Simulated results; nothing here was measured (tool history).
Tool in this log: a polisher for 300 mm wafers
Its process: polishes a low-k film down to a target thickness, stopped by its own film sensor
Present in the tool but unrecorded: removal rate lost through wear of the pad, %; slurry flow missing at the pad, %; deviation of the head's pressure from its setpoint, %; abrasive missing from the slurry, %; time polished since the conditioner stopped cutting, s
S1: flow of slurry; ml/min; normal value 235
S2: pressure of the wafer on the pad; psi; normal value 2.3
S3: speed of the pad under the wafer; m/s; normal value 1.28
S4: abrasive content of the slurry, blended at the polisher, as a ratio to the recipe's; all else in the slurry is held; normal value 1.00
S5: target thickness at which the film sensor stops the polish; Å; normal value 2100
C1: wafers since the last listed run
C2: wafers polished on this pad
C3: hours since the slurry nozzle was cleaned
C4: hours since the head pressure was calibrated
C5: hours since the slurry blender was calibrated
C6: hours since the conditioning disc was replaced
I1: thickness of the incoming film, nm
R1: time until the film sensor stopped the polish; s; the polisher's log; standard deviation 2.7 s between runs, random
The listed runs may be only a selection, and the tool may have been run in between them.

run	hour	S1	S2	S3	S4	S5	C1	C2	C3	C4	C5	C6	I1	R1
1	0.0	235	2.3	1.28	1.00	2100	0	304	444.5	169.9	211.4	167.0	284.9	155.6
2	31.0	235	2.3	1.28	1.00	2100	139	443	475.5	200.9	242.4	198.0	280.8	148.2
# hour 41.5: slurry blender recalibrated
# hour 59.5: worn pad replaced by a new one
3	70.4	235	2.3	1.28	1.00	2100	150	49	514.9	240.3	28.9	237.4	277.4	147.9
4	94.1	235	2.3	1.28	1.00	2100	106	155	538.6	264.0	52.6	261.1	281.9	150.6
5	113.4	235	2.3	1.28	1.00	2100	86	242	557.9	283.3	71.9	280.4	277.1	140.2
6	146.7	235	2.3	1.28	1.00	2100	149	392	591.2	316.6	105.2	313.7	286.0	166.4
7	166.6	235	2.3	1.28	1.00	2100	89	481	611.1	336.5	125.1	333.6	277.8	145.0
8	192.4	235	2.3	1.28	1.00	2100	115	597	636.9	362.3	150.9	359.4	284.6	172.5
# hour 214.7: worn pad replaced by a new one
# hour 219.5: head pressure recalibrated
9	221.7	235	2.3	1.28	1.00	2100	104	22	666.2	2.2	180.2	388.7	278.6	140.1
10	255.1	235	2.3	1.08	1.00	1940	150	172	699.6	35.6	213.6	422.1	278.3	193.3
# hour 271.4: conditioning disc replaced and pad reconditioned
11	277.7	235	2.3	1.54	0.80	2100	92	265	722.2	58.2	236.2	6.3	276.1	136.4
# hour 303.3: slurry nozzle cleaned
# hour 323.2: slurry blender recalibrated
# hour 346.2: worn pad replaced by a new one
12	348.7	280	2.5	1.48	1.25	2100	287	11	45.4	129.2	25.5	77.3	274.8	105.6
13	373.5	235	2.3	1.28	1.00	2100	111	122	70.2	154.0	50.3	102.1	282.4	150.8
14	402.5	235	2.8	0.86	1.25	2100	130	253	99.2	183.0	79.3	131.1	277.4	135.1
15	430.9	235	2.3	1.28	0.85	2100	127	380	127.6	211.4	107.7	159.5	275.6	153.7

Consider 3 possible next runs. They are alternatives, not a sequence: every one starts from the tool as it was left by run 15. What does each give?
A	431.4	235	2.3	1.28	1.00	2100	2	383	128.1	211.9	108.2	160.0	279.4	?
B	431.4	235	2.3	1.14	0.70	2100	2	383	128.1	211.9	108.2	160.0	279.4	?
C	431.4	165	2.3	1.58	1.00	2100	2	383	128.1	211.9	108.2	160.0	279.4	?

run	R1
A	145.5
B	191.7
C	132.4
Without the tool's hidden state the same runs would have given:
run	R1
A	143.8
B	189.4
C	130.9
